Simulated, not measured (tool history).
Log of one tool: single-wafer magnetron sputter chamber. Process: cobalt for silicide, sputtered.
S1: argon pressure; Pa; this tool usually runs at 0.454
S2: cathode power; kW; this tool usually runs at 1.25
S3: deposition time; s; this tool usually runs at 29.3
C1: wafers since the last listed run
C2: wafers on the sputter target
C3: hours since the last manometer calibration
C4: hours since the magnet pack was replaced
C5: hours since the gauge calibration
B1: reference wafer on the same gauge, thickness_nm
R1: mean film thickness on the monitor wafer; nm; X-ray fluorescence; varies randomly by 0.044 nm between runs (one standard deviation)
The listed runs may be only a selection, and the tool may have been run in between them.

run	hour	S1	S2	S3	C1	C2	C3	C4	C5	B1	R1
1	0	0.525	1.25	29.3	0	3169	1641.2	10104.3	61	16.098	17.458
2	34.1	0.525	1.25	29.3	663	3832	1675.3	10138.4	95.1	16.102	17.359
3	93.4	0.398	1.25	29.3	1154	4987	1734.6	10197.7	154.4	16.09	18.036
# hour 133.3: sputter target and shields replaced
4	139.4	0.454	1.25	29.3	739	118	1780.6	10243.7	200.4	16.099	17.994
5	165.8	0.454	1.25	29.3	513	632	1807	10270.1	226.8	16.102	18.057
6	194.7	0.454	1.25	29.3	562	1194	1835.9	10299	255.7	16.105	18.005
7	222.1	0.563	1.25	29.3	533	1727	1863.3	10326.4	283.1	16.103	17.347
8	253	0.563	1.25	29.3	601	2329	1894.2	10357.3	314	16.099	17.304
# hour 264.7: capacitance manometer re-zeroed and calibrated
9	283.3	0.563	1.25	29.3	434	2763	18.6	10387.6	344.3	16.103	16.746
10	309.2	0.454	1.25	29.3	504	3267	44.5	10413.5	370.2	16.108	17.492
# hour 323.4: magnet pack replaced
11	341	0.454	1.25	29.3	463	3731	76.3	17.6	402	16.101	17.44
# hour 382.9: sputter target and shields replaced
12	407	0.32	1.45	25.7	1129	469	142.3	83.6	468	16.096	18.994
13	474.5	0.394	1.35	33.3	1313	1783	209.8	151.1	535.5	16.1	22.202
# hour 490: gauge calibrated
14	509.2	0.454	1.45	29.3	675	2458	244.5	185.8	19.2	16.106	20.466
15	566.2	0.352	1.45	33.7	1109	3568	301.5	242.8	76.2	16.107	24.378
16	619.5	0.579	1.5	24	1037	4605	354.8	296.1	129.5	16.094	16.193
# hour 631.3: sputter target and shields replaced
17	689.6	0.454	1.15	33.3	1208	1135	424.9	366.2	199.6	16.091	18.453
18	724	0.454	1.25	29.3	669	1804	459.3	400.6	234	16.099	17.643
19	760.1	0.454	1.25	26.7	702	2507	495.4	436.7	270.1	16.103	16.098
20	800.8	0.322	1.25	29.3	792	3299	536.1	477.4	310.8	16.098	18.442
21	854	0.454	1.25	29.3	1035	4335	589.3	530.6	364	16.104	17.439
22	878.2	0.454	1.25	31.8	471	4806	613.5	554.8	388.2	16.094	18.837

Pick out some run-to-run changes in R1. Of each, how much would a tool without hidden state show as well, from the settings, what came in and chance, and how much is left for the hidden state and any gauge scatter not in both results compared?
Hidden conditions of the tool in this case: deposition rate above that of a new target (%); true argon pressure above the setpoint (%); gauge reads high (%).
Run 3 -> 4: S1 0.398 -> 0.454, sputter target and shields replaced. R1 -0.042 nm: hidden state +0.411, all else -0.453.
Run 8 -> 9: capacitance manometer re-zeroed and calibrated. R1 -0.558 nm: hidden state -0.557, all else -0.001.
Run 14 -> 15: S1 0.454 -> 0.352, S3 29.3 -> 33.7. R1 +3.912 nm: hidden state -0.156, all else +4.068.
Run 15 -> 16: S1 0.352 -> 0.579, S2 1.45 -> 1.5, S3 33.7 -> 24. R1 -8.185 nm: hidden state -0.017, all else -8.168.
